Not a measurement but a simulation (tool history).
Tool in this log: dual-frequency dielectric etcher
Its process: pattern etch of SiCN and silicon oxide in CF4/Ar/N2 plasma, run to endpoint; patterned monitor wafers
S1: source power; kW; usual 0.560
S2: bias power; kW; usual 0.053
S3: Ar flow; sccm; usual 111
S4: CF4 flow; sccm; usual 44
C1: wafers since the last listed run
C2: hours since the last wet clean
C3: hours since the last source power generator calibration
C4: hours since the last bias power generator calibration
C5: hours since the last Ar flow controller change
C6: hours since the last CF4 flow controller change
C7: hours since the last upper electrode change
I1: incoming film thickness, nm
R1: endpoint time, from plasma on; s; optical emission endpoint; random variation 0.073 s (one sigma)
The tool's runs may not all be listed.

{"run": 1, "hour": 0.0, "S1": 0.56, "S2": 0.045, "S3": 111, "S4": 44, "C1": 0, "C2": 158.3, "C3": 3253.7, "C4": 2117.4, "C5": 3452.4, "C6": 5193.3, "C7": 1240.5, "I1": 10.45, "R1": 11.8}
{"run": 2, "hour": 33.5, "S1": 0.6, "S2": 0.053, "S3": 111, "S4": 44, "C1": 439, "C2": 191.8, "C3": 3287.2, "C4": 2150.9, "C5": 3485.9, "C6": 5226.8, "C7": 1274.0, "I1": 10.35, "R1": 10.2}
{"run": 3, "hour": 95.9, "S1": 0.6, "S2": 0.053, "S3": 111, "S4": 44, "C1": 818, "C2": 254.2, "C3": 3349.6, "C4": 2213.3, "C5": 3548.3, "C6": 5289.2, "C7": 1336.4, "I1": 10.47, "R1": 10.3}
{"run": 4, "hour": 161.6, "S1": 0.6, "S2": 0.053, "S3": 111, "S4": 44, "C1": 862, "C2": 319.9, "C3": 3415.3, "C4": 2279.0, "C5": 3614.0, "C6": 5354.9, "C7": 1402.1, "I1": 10.29, "R1": 10.3}
{"run": 5, "hour": 189.5, "S1": 0.56, "S2": 0.053, "S3": 117, "S4": 49, "C1": 366, "C2": 347.8, "C3": 3443.2, "C4": 2306.9, "C5": 3641.9, "C6": 5382.8, "C7": 1430.0, "I1": 10.43, "R1": 11.1}
{"run": 6, "hour": 227.7, "S1": 0.56, "S2": 0.053, "S3": 111, "S4": 44, "C1": 501, "C2": 386.0, "C3": 3481.4, "C4": 2345.1, "C5": 3680.1, "C6": 5421.0, "C7": 1468.2, "I1": 10.44, "R1": 11.1}
{"hour": 242.7, "done": "bias power generator calibrated"}
{"run": 7, "hour": 289.6, "S1": 0.56, "S2": 0.053, "S3": 111, "S4": 47, "C1": 759, "C2": 447.9, "C3": 3543.3, "C4": 46.9, "C5": 3742.0, "C6": 5482.9, "C7": 1530.1, "I1": 10.51, "R1": 11.0}
{"hour": 322.1, "done": "source power generator calibrated"}
{"run": 8, "hour": 325.3, "S1": 0.56, "S2": 0.053, "S3": 111, "S4": 47, "C1": 416, "C2": 483.6, "C3": 3.2, "C4": 82.6, "C5": 3777.7, "C6": 5518.6, "C7": 1565.8, "I1": 10.38, "R1": 11.5}
{"hour": 379.7, "done": "wet clean of the chamber"}
{"run": 9, "hour": 386.5, "S1": 0.56, "S2": 0.053, "S3": 111, "S4": 50, "C1": 488, "C2": 6.8, "C3": 64.4, "C4": 143.8, "C5": 3838.9, "C6": 5579.8, "C7": 1627.0, "I1": 10.38, "R1": 11.3}
{"hour": 411.1, "done": "Ar flow controller replaced"}
{"run": 10, "hour": 456.1, "S1": 0.68, "S2": 0.053, "S3": 111, "S4": 44, "C1": 834, "C2": 76.4, "C3": 134.0, "C4": 213.4, "C5": 45.0, "C6": 5649.4, "C7": 1696.6, "I1": 10.37, "R1": 9.3}
{"run": 11, "hour": 510.7, "S1": 0.51, "S2": 0.053, "S3": 111, "S4": 44, "C1": 716, "C2": 131.0, "C3": 188.6, "C4": 268.0, "C5": 99.6, "C6": 5704.0, "C7": 1751.2, "I1": 10.39, "R1": 12.8}
{"run": 12, "hour": 545.9, "S1": 0.56, "S2": 0.05, "S3": 97, "S4": 41, "C1": 461, "C2": 166.2, "C3": 223.8, "C4": 303.2, "C5": 134.8, "C6": 5739.2, "C7": 1786.4, "I1": 10.44, "R1": 11.7}
{"run": 13, "hour": 596.7, "S1": 0.56, "S2": 0.047, "S3": 111, "S4": 41, "C1": 666, "C2": 217.0, "C3": 274.6, "C4": 354.0, "C5": 185.6, "C6": 5790.0, "C7": 1837.2, "I1": 10.46, "R1": 12.4}
{"run": 14, "hour": 651.8, "S1": 0.56, "S2": 0.053, "S3": 111, "S4": 44, "C1": 723, "C2": 272.1, "C3": 329.7, "C4": 409.1, "C5": 240.7, "C6": 5845.1, "C7": 1892.3, "I1": 10.41, "R1": 11.5}
{"run": 15, "hour": 702.4, "S1": 0.49, "S2": 0.048, "S3": 122, "S4": 49, "C1": 664, "C2": 322.7, "C3": 380.3, "C4": 459.7, "C5": 291.3, "C6": 5895.7, "C7": 1942.9, "I1": 10.47, "R1": 14.0}
{"run": 16, "hour": 733.4, "S1": 0.56, "S2": 0.045, "S3": 111, "S4": 44, "C1": 406, "C2": 353.7, "C3": 411.3, "C4": 490.7, "C5": 322.3, "C6": 5926.7, "C7": 1973.9, "I1": 10.34, "R1": 12.3}
{"hour": 919.7, "done": "CF4 flow controller replaced"}
{"hour": 921.3, "done": "wet clean of the chamber"}
{"run": 17, "hour": 921.8, "S1": 0.56, "S2": 0.053, "S3": 124, "S4": 37, "C1": 2373, "C2": 0.5, "C3": 599.7, "C4": 679.1, "C5": 510.7, "C6": 2.1, "C7": 2162.3, "I1": 10.36, "R1": 12.1}
{"hour": 963.8, "done": "upper electrode replaced"}
{"run": 18, "hour": 1093.1, "S1": 0.61, "S2": 0.053, "S3": 111, "S4": 44, "C1": 1933, "C2": 171.8, "C3": 771.0, "C4": 850.4, "C5": 682.0, "C6": 173.4, "C7": 129.3, "I1": 10.43, "R1": 10.3}
{"run": 19, "hour": 1148.0, "S1": 0.56, "S2": 0.043, "S3": 111, "S4": 44, "C1": 720, "C2": 226.7, "C3": 825.9, "C4": 905.3, "C5": 736.9, "C6": 228.3, "C7": 184.2, "I1": 10.41, "R1": 12.3}
{"run": 20, "hour": 1206.4, "S1": 0.56, "S2": 0.047, "S3": 94, "S4": 44, "C1": 766, "C2": 285.1, "C3": 884.3, "C4": 963.7, "C5": 795.3, "C6": 286.7, "C7": 242.6, "I1": 10.41, "R1": 11.1}
{"run": 21, "hour": 1246.0, "S1": 0.7, "S2": 0.053, "S3": 111, "S4": 41, "C1": 519, "C2": 324.7, "C3": 923.9, "C4": 1003.3, "C5": 834.9, "C6": 326.3, "C7": 282.2, "I1": 10.44, "R1": 9.0}
{"run": 22, "hour": 1287.1, "S1": 0.56, "S2": 0.047, "S3": 111, "S4": 41, "C1": 539, "C2": 365.8, "C3": 965.0, "C4": 1044.4, "C5": 876.0, "C6": 367.4, "C7": 323.3, "I1": 10.42, "R1": 12.0}
{"run": 23, "hour": 1322.9, "S1": 0.56, "S2": 0.05, "S3": 111, "S4": 34, "C1": 469, "C2": 401.6, "C3": 1000.8, "C4": 1080.2, "C5": 911.8, "C6": 403.2, "C7": 359.1, "I1": 10.41, "R1": 12.2}

Below are 5 alternative next runs, each starting from the tool's condition after run 23. Predict each:
{"run": "A", "hour": 1323.3, "S1": 0.56, "S2": 0.053, "S3": 111, "S4": 36, "C1": 5, "C2": 402.0, "C3": 1001.2, "C4": 1080.6, "C5": 912.2, "C6": 403.6, "C7": 359.5, "I1": 10.35, "R1": "?"}
{"run": "B", "hour": 1323.3, "S1": 0.69, "S2": 0.053, "S3": 111, "S4": 40, "C1": 5, "C2": 402.0, "C3": 1001.2, "C4": 1080.6, "C5": 912.2, "C6": 403.6, "C7": 359.5, "I1": 10.35, "R1": "?"}
{"run": "C", "hour": 1323.3, "S1": 0.56, "S2": 0.053, "S3": 98, "S4": 50, "C1": 5, "C2": 402.0, "C3": 1001.2, "C4": 1080.6, "C5": 912.2, "C6": 403.6, "C7": 359.5, "I1": 10.35, "R1": "?"}
{"run": "D", "hour": 1323.3, "S1": 0.45, "S2": 0.042, "S3": 135, "S4": 44, "C1": 5, "C2": 402.0, "C3": 1001.2, "C4": 1080.6, "C5": 912.2, "C6": 403.6, "C7": 359.5, "I1": 10.35, "R1": "?"}
{"run": "E", "hour": 1323.3, "S1": 0.52, "S2": 0.058, "S3": 124, "S4": 49, "C1": 5, "C2": 402.0, "C3": 1001.2, "C4": 1080.6, "C5": 912.2, "C6": 403.6, "C7": 359.5, "I1": 10.35, "R1": "?"}

run=A R1=11.7
run=B R1=9.1
run=C R1=10.6
run=D R1=16.8
run=E R1=11.9
Without the tool's unlogged condition, the same runs would have read:
run=A R1=12.1
run=B R1=9.4
run=C R1=11.0
run=D R1=17.4
run=E R1=12.3

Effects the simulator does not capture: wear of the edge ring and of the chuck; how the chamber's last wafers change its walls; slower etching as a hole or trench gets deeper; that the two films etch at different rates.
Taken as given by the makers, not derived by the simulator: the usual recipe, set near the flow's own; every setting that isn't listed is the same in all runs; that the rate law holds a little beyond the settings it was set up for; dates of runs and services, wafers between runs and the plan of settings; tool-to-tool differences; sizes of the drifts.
